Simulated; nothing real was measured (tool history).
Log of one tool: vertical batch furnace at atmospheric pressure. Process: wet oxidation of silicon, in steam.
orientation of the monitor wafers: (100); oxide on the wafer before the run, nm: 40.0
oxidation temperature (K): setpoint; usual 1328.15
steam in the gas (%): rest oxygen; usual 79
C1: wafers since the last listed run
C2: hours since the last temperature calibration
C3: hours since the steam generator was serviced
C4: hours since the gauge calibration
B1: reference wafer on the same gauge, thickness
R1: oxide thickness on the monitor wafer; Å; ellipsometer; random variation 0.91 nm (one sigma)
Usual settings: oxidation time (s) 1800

{"run": 1, "hour": 0.0, "oxidation temperature (K)": 1328.15, "oxidation time (s)": 1800, "steam in the gas (%)": 79, "C1": 0, "C2": 3904.4, "C3": 1637.3, "C4": 475.4, "B1": 389.89, "R1": 3689.3}
{"run": 2, "hour": 63.4, "oxidation temperature (K)": 1317.15, "oxidation time (s)": 1800, "steam in the gas (%)": 74, "C1": 945, "C2": 3967.8, "C3": 1700.7, "C4": 538.8, "B1": 389.86, "R1": 3331.7}
{"run": 3, "hour": 132.0, "oxidation temperature (K)": 1316.15, "oxidation time (s)": 1800, "steam in the gas (%)": 79, "C1": 1022, "C2": 4036.4, "C3": 1769.3, "C4": 607.4, "B1": 390.24, "R1": 3446.9}
{"run": 4, "hour": 210.7, "oxidation temperature (K)": 1316.15, "oxidation time (s)": 1800, "steam in the gas (%)": 79, "C1": 1173, "C2": 4115.1, "C3": 1848.0, "C4": 686.1, "B1": 390.58, "R1": 3461.7}
{"run": 5, "hour": 317.7, "oxidation temperature (K)": 1316.15, "oxidation time (s)": 1800, "steam in the gas (%)": 79, "C1": 1595, "C2": 4222.1, "C3": 1955.0, "C4": 793.1, "B1": 391.49, "R1": 3463.4}
{"run": 6, "hour": 381.5, "oxidation temperature (K)": 1328.15, "oxidation time (s)": 1800, "steam in the gas (%)": 79, "C1": 951, "C2": 4285.9, "C3": 2018.8, "C4": 856.9, "B1": 391.68, "R1": 3693.8}
{"run": 7, "hour": 424.6, "oxidation temperature (K)": 1328.15, "oxidation time (s)": 1800, "steam in the gas (%)": 79, "C1": 642, "C2": 4329.0, "C3": 2061.9, "C4": 900.0, "B1": 391.85, "R1": 3714.7}
{"run": 8, "hour": 461.5, "oxidation temperature (K)": 1328.15, "oxidation time (s)": 1800, "steam in the gas (%)": 79, "C1": 550, "C2": 4365.9, "C3": 2098.8, "C4": 936.9, "B1": 391.83, "R1": 3707.8}
{"run": 9, "hour": 501.0, "oxidation temperature (K)": 1328.15, "oxidation time (s)": 1800, "steam in the gas (%)": 79, "C1": 589, "C2": 4405.4, "C3": 2138.3, "C4": 976.4, "B1": 392.32, "R1": 3708.2}
{"run": 10, "hour": 577.1, "oxidation temperature (K)": 1328.15, "oxidation time (s)": 2280, "steam in the gas (%)": 79, "C1": 1134, "C2": 4481.5, "C3": 2214.4, "C4": 1052.5, "B1": 392.2, "R1": 4286.0}
{"run": 11, "hour": 672.5, "oxidation temperature (K)": 1328.15, "oxidation time (s)": 2280, "steam in the gas (%)": 79, "C1": 1422, "C2": 4576.9, "C3": 2309.8, "C4": 1147.9, "B1": 393.2, "R1": 4276.0}
{"run": 12, "hour": 772.4, "oxidation temperature (K)": 1321.15, "oxidation time (s)": 1800, "steam in the gas (%)": 79, "C1": 1489, "C2": 4676.8, "C3": 2409.7, "C4": 1247.8, "B1": 393.51, "R1": 3574.2}
{"run": 13, "hour": 867.0, "oxidation temperature (K)": 1328.15, "oxidation time (s)": 2340, "steam in the gas (%)": 79, "C1": 1410, "C2": 4771.4, "C3": 2504.3, "C4": 1342.4, "B1": 394.36, "R1": 4378.7}
{"run": 14, "hour": 966.7, "oxidation temperature (K)": 1328.15, "oxidation time (s)": 2340, "steam in the gas (%)": 79, "C1": 1486, "C2": 4871.1, "C3": 2604.0, "C4": 1442.1, "B1": 394.93, "R1": 4371.4}
{"run": 15, "hour": 1012.0, "oxidation temperature (K)": 1339.15, "oxidation time (s)": 2460, "steam in the gas (%)": 74, "C1": 675, "C2": 4916.4, "C3": 2649.3, "C4": 1487.4, "B1": 394.28, "R1": 4588.3}
{"run": 16, "hour": 1115.6, "oxidation temperature (K)": 1328.15, "oxidation time (s)": 1800, "steam in the gas (%)": 79, "C1": 1544, "C2": 5020.0, "C3": 2752.9, "C4": 1591.0, "B1": 395.25, "R1": 3734.0}
{"run": 17, "hour": 1199.4, "oxidation temperature (K)": 1320.15, "oxidation time (s)": 2610, "steam in the gas (%)": 79, "C1": 1249, "C2": 5103.8, "C3": 2836.7, "C4": 1674.8, "B1": 395.3, "R1": 4487.2}
{"run": 18, "hour": 1290.1, "oxidation temperature (K)": 1340.15, "oxidation time (s)": 1020, "steam in the gas (%)": 79, "C1": 1352, "C2": 5194.5, "C3": 2927.4, "C4": 1765.5, "B1": 396.36, "R1": 2848.5}
{"hour": 1353.6, "done": "thermocouples replaced and temperature profile calibrated"}
{"run": 19, "hour": 1372.1, "oxidation temperature (K)": 1346.15, "oxidation time (s)": 2490, "steam in the gas (%)": 79, "C1": 864, "C2": 18.5, "C3": 3009.4, "C4": 1847.5, "B1": 396.54, "R1": 4998.1}
{"run": 20, "hour": 1462.5, "oxidation temperature (K)": 1318.15, "oxidation time (s)": 2190, "steam in the gas (%)": 87, "C1": 1348, "C2": 108.9, "C3": 3099.8, "C4": 1937.9, "B1": 396.89, "R1": 4242.2}
{"hour": 1520.6, "done": "gauge calibrated"}
{"run": 21, "hour": 1567.9, "oxidation temperature (K)": 1328.15, "oxidation time (s)": 1800, "steam in the gas (%)": 79, "C1": 1571, "C2": 214.3, "C3": 3205.2, "C4": 47.3, "B1": 387.57, "R1": 3675.2}
{"run": 22, "hour": 1611.9, "oxidation temperature (K)": 1348.15, "oxidation time (s)": 1110, "steam in the gas (%)": 79, "C1": 656, "C2": 258.3, "C3": 3249.2, "C4": 91.3, "B1": 388.36, "R1": 3057.5}
{"run": 23, "hour": 1661.8, "oxidation temperature (K)": 1328.15, "oxidation time (s)": 1800, "steam in the gas (%)": 87, "C1": 744, "C2": 308.2, "C3": 3299.1, "C4": 141.2, "B1": 388.0, "R1": 3921.2}
{"hour": 1704.3, "done": "steam generator serviced"}
{"run": 24, "hour": 1704.8, "oxidation temperature (K)": 1351.15, "oxidation time (s)": 2310, "steam in the gas (%)": 79, "C1": 283, "C2": 351.2, "C3": 0.5, "C4": 184.2, "B1": 388.29, "R1": 4785.8}
{"run": 25, "hour": 1869.7, "oxidation temperature (K)": 1339.15, "oxidation time (s)": 2460, "steam in the gas (%)": 74, "C1": 2458, "C2": 516.1, "C3": 165.4, "C4": 349.1, "B1": 389.2, "R1": 4542.5}
{"run": 26, "hour": 1956.4, "oxidation temperature (K)": 1328.15, "oxidation time (s)": 2160, "steam in the gas (%)": 75, "C1": 1292, "C2": 602.8, "C3": 252.1, "C4": 435.8, "B1": 389.75, "R1": 3997.3}
{"run": 27, "hour": 2009.3, "oxidation temperature (K)": 1316.15, "oxidation time (s)": 2460, "steam in the gas (%)": 72, "C1": 788, "C2": 655.7, "C3": 305.0, "C4": 488.7, "B1": 389.92, "R1": 3939.9}
{"run": 28, "hour": 2109.0, "oxidation temperature (K)": 1322.15, "oxidation time (s)": 2160, "steam in the gas (%)": 83, "C1": 1486, "C2": 755.4, "C3": 404.7, "C4": 588.4, "B1": 390.81, "R1": 4108.3}
{"run": 29, "hour": 2212.9, "oxidation temperature (K)": 1320.15, "oxidation time (s)": 1800, "steam in the gas (%)": 90, "C1": 1549, "C2": 859.3, "C3": 508.6, "C4": 692.3, "B1": 391.29, "R1": 3844.5}

3 ways to go on from here, each from the tool as it stands after run 29. What would each give?
{"run": "A", "hour": 2217.8, "oxidation temperature (K)": 1328.15, "oxidation time (s)": 1800, "steam in the gas (%)": 79, "C1": 73, "C2": 864.2, "C3": 513.5, "C4": 697.2, "B1": "?", "R1": "?"}
{"run": "B", "hour": 2217.8, "oxidation temperature (K)": 1341.15, "oxidation time (s)": 1290, "steam in the gas (%)": 69, "C1": 73, "C2": 864.2, "C3": 513.5, "C4": 697.2, "B1": "?", "R1": "?"}
{"run": "C", "hour": 2217.8, "oxidation temperature (K)": 1328.15, "oxidation time (s)": 1800, "steam in the gas (%)": 72, "C1": 73, "C2": 864.2, "C3": 513.5, "C4": 697.2, "B1": "?", "R1": "?"}

run=A B1=391.30 R1=3718.0
run=B B1=391.30 R1=3017.4
run=C B1=391.30 R1=3514.0
Without the tool's hidden state the same runs would have given:
run=A R1=3689.7
run=B R1=2994.4
run=C R1=3487.3

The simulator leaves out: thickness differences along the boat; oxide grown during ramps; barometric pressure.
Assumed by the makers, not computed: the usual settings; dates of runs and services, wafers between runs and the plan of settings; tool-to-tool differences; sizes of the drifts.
